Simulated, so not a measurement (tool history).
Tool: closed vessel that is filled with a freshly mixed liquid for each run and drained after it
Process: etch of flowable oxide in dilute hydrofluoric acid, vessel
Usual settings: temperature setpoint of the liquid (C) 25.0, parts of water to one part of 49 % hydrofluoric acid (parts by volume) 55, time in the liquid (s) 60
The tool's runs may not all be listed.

run     day  temperature setpoint of the liquid (C)  parts of water to one part of 49 % hydrofluoric acid (parts by volume)  time in the liquid (s)  read-back film thickness of the flowable oxide reference wafer, read on the same gauge (nm)  thickness taken off the flowable oxide on a monitor wafer (angstrom)
  1   0.000                                    25.0                                                                      55                      60                                                                                        60.01                                                                 282.8
  2   0.729                                    24.0                                                                      55                      60                                                                                        60.03                                                                 273.7
  3   1.221                                    24.0                                                                      55                      60                                                                                        60.00                                                                 272.7
  4   1.604                                    25.0                                                                      55                      60                                                                                        60.00                                                                 284.5
  5   2.229                                    21.5                                                                      55                      60                                                                                        59.98                                                                 245.2
      2.438  -- gauge calibrated
  6   2.892                                    21.5                                                                      55                      60                                                                                        59.99                                                                 246.6
  7   3.188                                    21.5                                                                      55                      60                                                                                        60.03                                                                 245.4
  8   3.608                                    25.0                                                                      40                      60                                                                                        60.04                                                                 399.1
  9   4.138                                    25.0                                                                      40                      60                                                                                        59.98                                                                 397.8
 10   4.667                                    25.0                                                                      75                      60                                                                                        59.97                                                                 203.5
 11   5.358                                    25.0                                                                      55                      60                                                                                        60.00                                                                 282.4
 12   5.721                                    25.0                                                                      45                      60                                                                                        59.97                                                                 353.7
 13   6.175                                    28.5                                                                      80                      60                                                                                        60.03                                                                 216.9
 14   6.654                                    21.0                                                                      70                      60                                                                                        59.98                                                                 186.2
 15   7.050                                    27.5                                                                      85                      60                                                                                        59.99                                                                 195.6
 16   9.217                                    20.5                                                                      55                      60                                                                                        59.99                                                                 235.7
 17   9.483                                    25.0                                                                      55                      60                                                                                        59.97                                                                 283.7
 18  10.112                                    25.0                                                                      55                      60                                                                                        60.01                                                                 284.0
 19  10.371                                    25.0                                                                      55                      60                                                                                        60.01                                                                 285.3
 20  10.904                                    27.5                                                                      55                      80                                                                                        60.01                                                                 420.0
 21  11.517                                    29.0                                                                      45                      45                                                                                        59.98                                                                 314.2
 22  12.079                                    21.5                                                                      40                      60                                                                                        60.01                                                                 344.7
 23  12.421                                    25.0                                                                      55                      60                                                                                        59.99                                                                 285.1
     12.975  -- thermometer replaced
 24  12.996                                    28.0                                                                      25                      70                                                                                        60.01                                                                 956.8
     13.392  -- hydrofluoric acid flow meter replaced
 25  13.554                                    30.0                                                                      80                      60                                                                                        60.05                                                                 243.7
 26  15.625                                    20.0                                                                      80                      40                                                                                        60.00                                                                 108.6
 27  16.075                                    25.0                                                                      55                      60                                                                                        59.97                                                                 303.6
 28  16.646                                    25.0                                                                      55                      60                                                                                        59.98                                                                 301.1
 29  16.904                                    27.5                                                                      70                      45                                                                                        60.04                                                                 194.0
 30  17.592                                    25.0                                                                      80                      40                                                                                        60.03                                                                 133.9
 31  18.133                                    30.0                                                                      55                      60                                                                                        59.97                                                                 370.5
 32  18.392                                    25.0                                                                      55                      60                                                                                        60.00                                                                 302.1
 33  19.117                                    22.5                                                                      80                      80                                                                                        59.99                                                                 242.6

Measured less the same run without the tool's hidden state. The same run-to-run variation is in both; the gauge's scatter may not be:
The hidden state here: liquid colder than its thermometer reads (K); hydrofluoric acid flow above the setpoint (%); gauge reads high (%).
run  thickness taken off the flowable oxide on a monitor wafer (angstrom)
  1                                                                 -20.2
  2                                                                 -19.9
  3                                                                 -19.8
  4                                                                 -20.3
  5                                                                 -18.5
  6                                                                 -18.4
  7                                                                 -18.4
  8                                                                 -29.2
  9                                                                 -29.1
 10                                                                 -13.9
 11                                                                 -20.1
 12                                                                 -25.7
 13                                                                 -13.7
 14                                                                 -13.6
 15                                                                 -12.5
 16                                                                 -17.8
 17                                                                 -20.0
 18                                                                 -20.1
 19                                                                 -20.2
 20                                                                 -28.6
 21                                                                 -21.3
 22                                                                 -26.6
 23                                                                 -20.2
 24                                                                 +34.8
 25                                                                  -2.7
 26                                                                  -1.3
 27                                                                  -3.4
 28                                                                  -3.4
 29                                                                  -2.0
 30                                                                  -1.4
 31                                                                  -3.8
 32                                                                  -3.4
 33                                                                  -2.6

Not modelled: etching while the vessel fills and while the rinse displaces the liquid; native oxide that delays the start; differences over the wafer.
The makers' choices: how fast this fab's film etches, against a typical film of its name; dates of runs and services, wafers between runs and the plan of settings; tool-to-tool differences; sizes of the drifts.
